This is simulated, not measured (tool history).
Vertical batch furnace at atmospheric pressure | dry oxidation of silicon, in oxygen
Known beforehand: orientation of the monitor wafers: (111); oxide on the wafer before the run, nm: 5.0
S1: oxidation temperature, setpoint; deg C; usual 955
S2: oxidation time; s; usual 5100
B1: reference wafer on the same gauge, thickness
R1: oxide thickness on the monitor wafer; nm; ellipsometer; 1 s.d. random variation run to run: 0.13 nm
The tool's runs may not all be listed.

run,hour,S1,S2,B1,R1
1,0,941,4500,69.32,53.09
2,27.5,941,4500,69.34,53.31
3,63.3,941,4500,69.32,53.25
4,98.9,955,3180,69.32,47.25
5,124.6,955,3180,69.29,47.41
6,156,955,5100,69.34,64.65
7,204.3,955,5100,69.25,64.67
8,223.5,944,5700,69.36,64.03
9,258.3,944,5700,69.38,63.85
10,290.6,944,5700,69.3,63.91
11,326.4,955,5100,69.37,64.75
12,347.9,955,5100,69.33,64.76
13,365.4,955,5100,69.32,64.71
14,388.9,955,5100,69.33,64.71
15,408.4,949,5100,69.32,61.78
16,433.7,937,3210,69.32,41.42
17,446.7,962,7140,69.33,85.41
# hour 451.8: gauge calibrated
18,466.4,955,4350,69.35,58.33
19,499.8,973,4020,69.27,63.46
20,518.8,955,4080,69.27,56.06
21,543.4,968,6300,69.31,82.2
# hour 590.4: boat lift adjusted
# hour 599.8: thermocouples replaced and temperature profile calibrated
22,600.3,965,5100,69.33,67.44
23,606,944,3840,69.35,47.46
24,613.5,955,5100,69.3,62.54
25,681.3,955,6060,69.34,70.13
26,701.4,975,7530,69.3,94.12
27,730.9,931,2610,69.33,33.42
28,764.2,946,6510,69.26,68.61
29,796.8,955,5100,69.24,63.02
30,821.6,955,5100,69.27,62.81
31,856.1,934,5100,69.34,53.4

Alternative continuations, all from the tool just after run 31; predict every row:
A,861.9,955,5100,?,?
B,861.9,941,4470,?,?
C,861.9,948,3060,?,?

run,B1,R1
A,69.29,63.08
B,69.29,51.65
C,69.29,42.54
Had the tool no hidden state, the same runs would have come out as:
run,R1
A,62.33
B,51.01
C,42.02

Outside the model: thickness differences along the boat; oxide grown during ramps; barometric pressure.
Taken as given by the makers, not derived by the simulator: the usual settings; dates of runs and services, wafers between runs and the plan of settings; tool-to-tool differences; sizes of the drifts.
